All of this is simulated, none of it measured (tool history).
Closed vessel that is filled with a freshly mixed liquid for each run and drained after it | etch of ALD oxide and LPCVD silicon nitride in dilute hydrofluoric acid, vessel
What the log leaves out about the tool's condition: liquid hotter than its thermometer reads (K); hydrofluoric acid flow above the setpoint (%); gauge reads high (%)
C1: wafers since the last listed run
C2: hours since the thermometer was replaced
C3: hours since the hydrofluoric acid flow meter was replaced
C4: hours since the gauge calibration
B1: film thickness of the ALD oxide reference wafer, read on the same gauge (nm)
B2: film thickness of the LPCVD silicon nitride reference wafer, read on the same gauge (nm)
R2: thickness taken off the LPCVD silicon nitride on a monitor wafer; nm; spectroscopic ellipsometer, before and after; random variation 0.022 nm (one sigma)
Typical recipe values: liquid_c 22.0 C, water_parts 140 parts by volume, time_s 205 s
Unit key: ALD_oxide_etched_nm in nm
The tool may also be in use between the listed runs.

run 1 hour=0.0 | liquid_c=22.0 water_parts=140 time_s=205 | C1=0 C2=1243.0 C3=840.7 C4=406.5 | B1=89.98 B2=50.011 | ALD_oxide_etched_nm=19.18 R2=0.672
run 2 hour=28.8 | liquid_c=19.0 water_parts=140 time_s=205 | C1=3260 C2=1271.8 C3=869.5 C4=435.3 | B1=89.96 B2=49.990 | ALD_oxide_etched_nm=17.19 R2=0.571
run 3 hour=45.1 | liquid_c=22.0 water_parts=120 time_s=140 | C1=1845 C2=1288.1 C3=885.8 C4=451.6 | B1=89.98 B2=49.992 | ALD_oxide_etched_nm=15.82 R2=0.557
run 4 hour=64.4 | liquid_c=22.0 water_parts=120 time_s=140 | C1=2185 C2=1307.4 C3=905.1 C4=470.9 | B1=89.99 B2=50.000 | ALD_oxide_etched_nm=15.78 R2=0.550
run 5 hour=85.1 | liquid_c=22.0 water_parts=100 time_s=205 | C1=2343 C2=1328.1 C3=925.8 C4=491.6 | B1=89.98 B2=50.029 | ALD_oxide_etched_nm=28.22 R2=1.005
run 6 hour=114.3 | liquid_c=22.0 water_parts=100 time_s=205 | C1=3305 C2=1357.3 C3=955.0 C4=520.8 | B1=90.00 B2=49.965 | ALD_oxide_etched_nm=28.28 R2=0.956
run 7 hour=141.4 | liquid_c=22.0 water_parts=140 time_s=205 | C1=3068 C2=1384.4 C3=982.1 C4=547.9 | B1=90.02 B2=50.022 | ALD_oxide_etched_nm=19.48 R2=0.686
-- hour=155.4 gauge calibrated
run 8 hour=157.6 | liquid_c=22.0 water_parts=140 time_s=205 | C1=1834 C2=1400.6 C3=998.3 C4=2.2 | B1=90.01 B2=49.964 | ALD_oxide_etched_nm=19.68 R2=0.671
run 9 hour=193.3 | liquid_c=22.0 water_parts=140 time_s=205 | C1=4041 C2=1436.3 C3=1034.0 C4=37.9 | B1=89.96 B2=49.954 | ALD_oxide_etched_nm=19.60 R2=0.738
run 10 hour=207.9 | liquid_c=24.5 water_parts=140 time_s=275 | C1=1652 C2=1450.9 C3=1048.6 C4=52.5 | B1=90.01 B2=50.025 | ALD_oxide_etched_nm=29.63 R2=1.063
run 11 hour=235.9 | liquid_c=24.5 water_parts=140 time_s=275 | C1=3169 C2=1478.9 C3=1076.6 C4=80.5 | B1=89.99 B2=50.013 | ALD_oxide_etched_nm=29.39 R2=1.116
-- hour=250.5 thermometer replaced
run 12 hour=255.6 | liquid_c=22.0 water_parts=140 time_s=205 | C1=2117 C2=5.1 C3=1096.3 C4=100.2 | B1=90.00 B2=49.962 | ALD_oxide_etched_nm=19.82 R2=0.726
run 13 hour=269.0 | liquid_c=23.5 water_parts=100 time_s=205 | C1=1517 C2=18.5 C3=1109.7 C4=113.6 | B1=90.00 B2=50.033 | ALD_oxide_etched_nm=30.83 R2=1.097
-- hour=276.1 hydrofluoric acid flow meter replaced
run 14 hour=286.9 | liquid_c=22.0 water_parts=140 time_s=105 | C1=1913 C2=36.4 C3=10.8 C4=131.5 | B1=89.99 B2=49.995 | ALD_oxide_etched_nm=9.08 R2=0.325
run 15 hour=311.8 | liquid_c=26.0 water_parts=180 time_s=205 | C1=2819 C2=61.3 C3=35.7 C4=156.4 | B1=89.99 B2=50.000 | ALD_oxide_etched_nm=15.34 R2=0.633
run 16 hour=347.5 | liquid_c=22.0 water_parts=140 time_s=205 | C1=4041 C2=97.0 C3=71.4 C4=192.1 | B1=89.99 B2=50.002 | ALD_oxide_etched_nm=17.56 R2=0.645
run 17 hour=361.4 | liquid_c=27.0 water_parts=140 time_s=205 | C1=1573 C2=110.9 C3=85.3 C4=206.0 | B1=90.00 B2=50.001 | ALD_oxide_etched_nm=21.38 R2=0.864
run 18 hour=376.2 | liquid_c=22.0 water_parts=140 time_s=260 | C1=1675 C2=125.7 C3=100.1 C4=220.8 | B1=89.98 B2=49.980 | ALD_oxide_etched_nm=22.51 R2=0.825
run 19 hour=408.4 | liquid_c=22.0 water_parts=140 time_s=205 | C1=3645 C2=157.9 C3=132.3 C4=253.0 | B1=89.97 B2=49.976 | ALD_oxide_etched_nm=17.70 R2=0.640

Forecast run 20:
run 20 hour=423.5 | liquid_c=22.0 water_parts=140 time_s=295 | C1=1709 C2=173.0 C3=147.4 C4=268.1 | B1=? B2=? | ALD_oxide_etched_nm=? R2=?

B1: 90.01
B2: 50.032
ALD_oxide_etched_nm: 25.17 nm
R2: 0.943 nm
On a tool with no hidden condition, and with the same random variation, this run would have come out at ALD_oxide_etched_nm 24.52 nm, R2 0.922 nm.
